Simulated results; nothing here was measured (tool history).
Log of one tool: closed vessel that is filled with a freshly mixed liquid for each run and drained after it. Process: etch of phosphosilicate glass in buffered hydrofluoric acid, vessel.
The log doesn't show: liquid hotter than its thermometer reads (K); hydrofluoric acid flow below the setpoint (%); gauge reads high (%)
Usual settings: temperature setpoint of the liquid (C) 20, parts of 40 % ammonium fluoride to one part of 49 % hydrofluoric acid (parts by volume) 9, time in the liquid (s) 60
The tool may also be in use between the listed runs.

run    hour  temperature setpoint of the liquid (C)  parts of 40 % ammonium fluoride to one part of 49 % hydrofluoric acid (parts by volume)  time in the liquid (s)  wafers since the last listed run  hours since the thermometer was replaced  hours since the hydrofluoric acid flow meter was replaced  hours since the gauge calibration  read-back film thickness of the phosphosilicate glass reference wafer, read on the same gauge (nm)  thickness taken off the phosphosilicate glass on a monitor wafer (angstrom)
  1       0                                      20                                                                                      9.5                      60                                 0                                    2327.5                                                      972.5                               51.7                                                                                                  70                                                                       1681.5
  2    48.1                                      20                                                                                      9.5                      60                              5536                                    2375.6                                                     1020.6                               99.8                                                                                                  70                                                                       1673.7
  3   116.6                                      20                                                                                      9.5                      60                              7884                                    2444.1                                                     1089.1                              168.3                                                                                               70.03                                                                       1673.1
  4     188                                      19                                                                                        9                      60                              8217                                    2515.5                                                     1160.5                              239.7                                                                                               69.94                                                                       1640.6
  5   259.7                                      19                                                                                        9                      60                              8252                                    2587.2                                                     1232.2                              311.4                                                                                               69.99                                                                       1643.3
  6   284.6                                    21.5                                                                                        9                      60                              2865                                    2612.1                                                     1257.1                              336.3                                                                                               69.98                                                                         1866
  7   332.2                                    21.5                                                                                        9                      60                              5478                                    2659.7                                                     1304.7                              383.9                                                                                               70.03                                                                       1883.7
  8   390.9                                      20                                                                                        9                      60                              6756                                    2718.4                                                     1363.4                              442.6                                                                                               70.05                                                                       1716.4
  9   449.5                                      20                                                                                        9                      85                              6744                                      2777                                                       1422                              501.2                                                                                                  70                                                                       2447.9
 10   643.9                                      20                                                                                        9                      60                             22374                                    2971.4                                                     1616.4                              695.6                                                                                               70.02                                                                       1747.3
 11   670.2                                      20                                                                                        6                      35                              3027                                    2997.7                                                     1642.7                              721.9                                                                                               69.98                                                                       1513.2
      684.4  -- hydrofluoric acid flow meter replaced
 12   700.1                                      17                                                                                     12.5                      90                              3326                                    3027.6                                                       15.7                              751.8                                                                                               69.99                                                                       1653.6
 13   771.8                                      20                                                                                        9                      60                              8252                                    3099.3                                                       87.4                              823.5                                                                                               70.03                                                                         1732
        774  -- gauge calibrated
      836.1  -- thermometer replaced
 14     852                                      20                                                                                        9                      40                              9115                                      15.9                                                      167.6                                 78                                                                                               70.03                                                                       1159.6
 15  1063.1                                      20                                                                                       11                      50                             24296                                       227                                                      378.7                              289.1                                                                                               69.93                                                                       1233.9
 16  1130.4                                      20                                                                                      9.5                      60                              7745                                     294.3                                                        446                              356.4                                                                                                  70                                                                       1671.8
 17  1192.3                                    24.5                                                                                        6                      30                              7124                                     356.2                                                      507.9                              418.3                                                                                               69.96                                                                       1667.5

What the log doesn't show, run by run:
liquid hotter than its thermometer reads (K): 0 in every run
hydrofluoric acid flow below the setpoint (%): 0 in every run
gauge reads high (%): 0 in every run
